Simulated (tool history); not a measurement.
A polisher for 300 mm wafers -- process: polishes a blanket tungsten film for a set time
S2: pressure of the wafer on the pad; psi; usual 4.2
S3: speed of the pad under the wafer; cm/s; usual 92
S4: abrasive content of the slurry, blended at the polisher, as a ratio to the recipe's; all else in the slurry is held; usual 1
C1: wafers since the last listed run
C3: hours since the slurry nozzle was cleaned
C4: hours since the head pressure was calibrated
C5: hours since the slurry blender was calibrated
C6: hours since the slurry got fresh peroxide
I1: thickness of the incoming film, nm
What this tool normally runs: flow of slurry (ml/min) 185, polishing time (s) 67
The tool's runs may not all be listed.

run 1 hour=0 | flow_of_slurry_(ml/min)=185 S2=4.2 S3=92 S4=1.1 polishing_time_(s)=67 | C1=0 wafers_polished_on_this_pad=1738 C3=907.2 C4=773.8 C5=409.6 C6=259.1 | I1=1274.8 | film_removed_(angstrom)=2805
run 2 hour=25.2 | flow_of_slurry_(ml/min)=185 S2=4.2 S3=92 S4=1 polishing_time_(s)=67 | C1=169 wafers_polished_on_this_pad=1907 C3=932.4 C4=799 C5=434.8 C6=284.3 | I1=1241.8 | film_removed_(angstrom)=2711
-- hour=34.5 slurry nozzle cleaned
run 3 hour=79.1 | flow_of_slurry_(ml/min)=185 S2=4.2 S3=92 S4=1 polishing_time_(s)=67 | C1=354 wafers_polished_on_this_pad=2262 C3=44.6 C4=852.9 C5=488.7 C6=338.2 | I1=1270.6 | film_removed_(angstrom)=2692
run 4 hour=107.9 | flow_of_slurry_(ml/min)=185 S2=4.2 S3=78 S4=1.15 polishing_time_(s)=67 | C1=193 wafers_polished_on_this_pad=2455 C3=73.4 C4=881.7 C5=517.5 C6=367 | I1=1259.4 | film_removed_(angstrom)=2440
-- hour=109.9 slurry tank refilled with fresh slurry and peroxide
-- hour=125.7 worn pad replaced by a new one
-- hour=134.4 slurry blender recalibrated
run 5 hour=164.3 | flow_of_slurry_(ml/min)=185 S2=4.2 S3=92 S4=0.95 polishing_time_(s)=72 | C1=331 wafers_polished_on_this_pad=245 C3=129.8 C4=938.1 C5=29.9 C6=54.4 | I1=1284.6 | film_removed_(angstrom)=2846
-- hour=216.2 head pressure recalibrated
run 6 hour=232.8 | flow_of_slurry_(ml/min)=185 S2=4.2 S3=66 S4=0.9 polishing_time_(s)=67 | C1=446 wafers_polished_on_this_pad=691 C3=198.3 C4=16.6 C5=98.4 C6=122.9 | I1=1275.5 | film_removed_(angstrom)=2061
run 7 hour=296 | flow_of_slurry_(ml/min)=185 S2=4.2 S3=66 S4=0.9 polishing_time_(s)=67 | C1=424 wafers_polished_on_this_pad=1115 C3=261.5 C4=79.8 C5=161.6 C6=186.1 | I1=1247.7 | film_removed_(angstrom)=1957
-- hour=346 slurry nozzle cleaned, repeated, since the last time left the tool worse
run 8 hour=366.7 | flow_of_slurry_(ml/min)=185 S2=3.7 S3=92 S4=1 polishing_time_(s)=67 | C1=467 wafers_polished_on_this_pad=1583 C3=20.7 C4=150.5 C5=232.3 C6=256.8 | I1=1238.4 | film_removed_(angstrom)=2485
-- hour=423.3 worn pad replaced by a new one
-- hour=429.1 slurry tank refilled with fresh slurry and peroxide
run 9 hour=438.2 | flow_of_slurry_(ml/min)=185 S2=4.2 S3=92 S4=1 polishing_time_(s)=67 | C1=446 wafers_polished_on_this_pad=93 C3=92.2 C4=222 C5=303.8 C6=9.1 | I1=1284.9 | film_removed_(angstrom)=2858
run 10 hour=493.9 | flow_of_slurry_(ml/min)=185 S2=4.2 S3=92 S4=1 polishing_time_(s)=67 | C1=373 wafers_polished_on_this_pad=467 C3=147.9 C4=277.7 C5=359.5 C6=64.8 | I1=1283.1 | film_removed_(angstrom)=2891
run 11 hour=534.1 | flow_of_slurry_(ml/min)=140 S2=4.2 S3=76 S4=1 polishing_time_(s)=67 | C1=269 wafers_polished_on_this_pad=736 C3=188.1 C4=317.9 C5=399.7 C6=105 | I1=1244.7 | film_removed_(angstrom)=2386
-- hour=579.9 slurry blender recalibrated
run 12 hour=586.6 | flow_of_slurry_(ml/min)=165 S2=5.4 S3=92 S4=1 polishing_time_(s)=51 | C1=338 wafers_polished_on_this_pad=1075 C3=240.6 C4=370.4 C5=6.7 C6=157.5 | I1=1269 | film_removed_(angstrom)=2704
run 13 hour=647.1 | flow_of_slurry_(ml/min)=185 S2=4.2 S3=92 S4=1 polishing_time_(s)=67 | C1=405 wafers_polished_on_this_pad=1481 C3=301.1 C4=430.9 C5=67.2 C6=218 | I1=1282.4 | film_removed_(angstrom)=2812
run 14 hour=716.2 | flow_of_slurry_(ml/min)=185 S2=4.2 S3=92 S4=1 polishing_time_(s)=67 | C1=463 wafers_polished_on_this_pad=1945 C3=370.2 C4=500 C5=136.3 C6=287.1 | I1=1236.7 | film_removed_(angstrom)=2720
-- hour=739.9 slurry tank refilled with fresh slurry and peroxide
run 15 hour=761.8 | flow_of_slurry_(ml/min)=185 S2=4.2 S3=92 S4=1 polishing_time_(s)=73 | C1=299 wafers_polished_on_this_pad=2244 C3=415.8 C4=545.6 C5=181.9 C6=21.9 | I1=1240.2 | film_removed_(angstrom)=3023
run 16 hour=785.9 | flow_of_slurry_(ml/min)=185 S2=4.2 S3=92 S4=1.25 polishing_time_(s)=67 | C1=161 wafers_polished_on_this_pad=2406 C3=439.9 C4=569.7 C5=206 C6=46 | I1=1281 | film_removed_(angstrom)=3025
-- hour=817.9 worn pad replaced by a new one
run 17 hour=818.4 | flow_of_slurry_(ml/min)=160 S2=4.2 S3=92 S4=1 polishing_time_(s)=84 | C1=191 wafers_polished_on_this_pad=3 C3=472.4 C4=602.2 C5=238.5 C6=78.5 | I1=1260 | film_removed_(angstrom)=3459
run 18 hour=866.6 | flow_of_slurry_(ml/min)=185 S2=4.2 S3=106 S4=1.15 polishing_time_(s)=67 | C1=323 wafers_polished_on_this_pad=326 C3=520.6 C4=650.4 C5=286.7 C6=126.7 | I1=1239.5 | film_removed_(angstrom)=3298
run 19 hour=922.8 | flow_of_slurry_(ml/min)=125 S2=4.2 S3=92 S4=1 polishing_time_(s)=78 | C1=377 wafers_polished_on_this_pad=703 C3=576.8 C4=706.6 C5=342.9 C6=182.9 | I1=1253.3 | film_removed_(angstrom)=3114
run 20 hour=986.9 | flow_of_slurry_(ml/min)=185 S2=4.2 S3=92 S4=1 polishing_time_(s)=67 | C1=430 wafers_polished_on_this_pad=1133 C3=640.9 C4=770.7 C5=407 C6=247 | I1=1270.3 | film_removed_(angstrom)=2839
run 21 hour=1012.9 | flow_of_slurry_(ml/min)=185 S2=4.2 S3=74 S4=0.85 polishing_time_(s)=67 | C1=174 wafers_polished_on_this_pad=1308 C3=666.9 C4=796.7 C5=433 C6=273 | I1=1261.6 | film_removed_(angstrom)=2238
-- hour=1037.1 slurry tank refilled with fresh slurry and peroxide
run 22 hour=1041 | flow_of_slurry_(ml/min)=215 S2=3.8 S3=92 S4=1 polishing_time_(s)=67 | C1=181 wafers_polished_on_this_pad=1489 C3=695 C4=824.8 C5=461.1 C6=3.9 | I1=1269.3 | film_removed_(angstrom)=2571
-- hour=1097.2 slurry nozzle cleaned
run 23 hour=1101.4 | flow_of_slurry_(ml/min)=185 S2=4.2 S3=92 S4=1 polishing_time_(s)=67 | C1=398 wafers_polished_on_this_pad=1888 C3=4.2 C4=885.2 C5=521.5 C6=64.3 | I1=1264.1 | film_removed_(angstrom)=2844
-- hour=1104.6 slurry blender recalibrated
run 24 hour=1172.7 | flow_of_slurry_(ml/min)=220 S2=3.2 S3=92 S4=1 polishing_time_(s)=67 | C1=464 wafers_polished_on_this_pad=2353 C3=75.5 C4=956.5 C5=68.1 C6=135.6 | I1=1279.1 | film_removed_(angstrom)=2176
-- hour=1205.9 worn pad replaced by a new one
run 25 hour=1211.6 | flow_of_slurry_(ml/min)=185 S2=4.2 S3=92 S4=0.85 polishing_time_(s)=67 | C1=234 wafers_polished_on_this_pad=38 C3=114.4 C4=995.4 C5=107 C6=174.5 | I1=1259 | film_removed_(angstrom)=2699

Some steps in film removed (angstrom) between neighbouring runs. How much of each would the tool show without its hidden state too (settings, what came in, random variation), and how much is left for the hidden state, with any gauge scatter that isn't in both results?
Unlogged tool condition in this case: removal rate lost through wear of the pad, %; slurry flow missing at the pad, %; deviation of the head's pressure from its setpoint, %; abrasive missing from the slurry, %; peroxide lost from the slurry, %.
Run 2 -> 3: slurry nozzle cleaned. film removed (angstrom) -19: hidden state -78, all else +59.
Run 5 -> 6: S3 92 -> 66, S4 0.95 -> 0.9, polishing time (s) 72 -> 67, head pressure recalibrated. film removed (angstrom) -785: hidden state +46, all else -831.
Run 7 -> 8: S2 4.2 -> 3.7, S3 66 -> 92, S4 0.9 -> 1, slurry nozzle cleaned, repeated, since the last time left the tool worse. film removed (angstrom) +528: hidden state +125, all else +403.
Run 23 -> 24: flow of slurry (ml/min) 185 -> 220, S2 4.2 -> 3.2, slurry blender recalibrated. film removed (angstrom) -668: hidden state +0, all else -668.
